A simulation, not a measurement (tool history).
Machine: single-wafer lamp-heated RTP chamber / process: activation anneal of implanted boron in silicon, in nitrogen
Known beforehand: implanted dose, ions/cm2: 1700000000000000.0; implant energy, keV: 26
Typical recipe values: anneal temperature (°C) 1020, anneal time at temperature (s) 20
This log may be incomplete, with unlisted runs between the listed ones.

| run | hour | anneal temperature (°C) | anneal time at temperature (s) | read-back reference wafer on the same gauge, sheet resistance | sheet resistance of the implanted and annealed layer (ohm/square) |
|---|---|---|---|---|---|
| 1 | 0 | 1020 | 20 | 80.98 | 71.84 |
| 2 | 42.1 | 1020 | 20 | 81.03 | 71.47 |
|  | 61.7 | pyrometer window cleaned and pyrometer calibrated |
| 3 | 100.5 | 1005 | 20 | 80.95 | 73.49 |
| 4 | 161.9 | 1038 | 20 | 81.04 | 68.63 |
| 5 | 198.1 | 1013 | 20 | 81 | 71.44 |
| 6 | 225.9 | 1041 | 20 | 80.94 | 68.36 |
| 7 | 279.3 | 1041 | 20 | 80.85 | 67.79 |
| 8 | 350.7 | 1020 | 20 | 81.08 | 70.05 |
|  | 372 | pyrometer window cleaned and pyrometer calibrated |
| 9 | 389.9 | 1020 | 20 | 81.06 | 70.07 |
|  | 417.8 | reflector plate cleaned |
| 10 | 418.3 | 1020 | 20 | 80.99 | 71.27 |
| 11 | 448.8 | 999 | 20 | 80.97 | 75.06 |
| 12 | 473.6 | 1020 | 20 | 80.92 | 71.36 |
| 13 | 545.2 | 999 | 8 | 80.97 | 77.54 |
| 14 | 615.4 | 1012 | 27 | 81.01 | 70.97 |
| 15 | 647 | 1003 | 10 | 81.01 | 75.18 |
| 16 | 699.5 | 1020 | 20 | 80.9 | 70.13 |
|  | 742.4 | pyrometer window cleaned and pyrometer calibrated |
| 17 | 757.2 | 1032 | 25 | 81 | 68.26 |
| 18 | 811 | 1020 | 20 | 81.01 | 70.27 |

Expected results for the next run?
|  | 869.2 | reflector plate cleaned |
|  | 889.4 | gauge calibrated |
| 19 | 908.5 | 1047 | 20 | ? | ? |

{"run 19": {"read-back reference wafer on the same gauge, sheet resistance": 80.95, "sheet resistance of the implanted and annealed layer (ohm/square)": 67.93}}
Without the tool's hidden state the same run would have given sheet resistance of the implanted and annealed layer (ohm/square) 68.1.
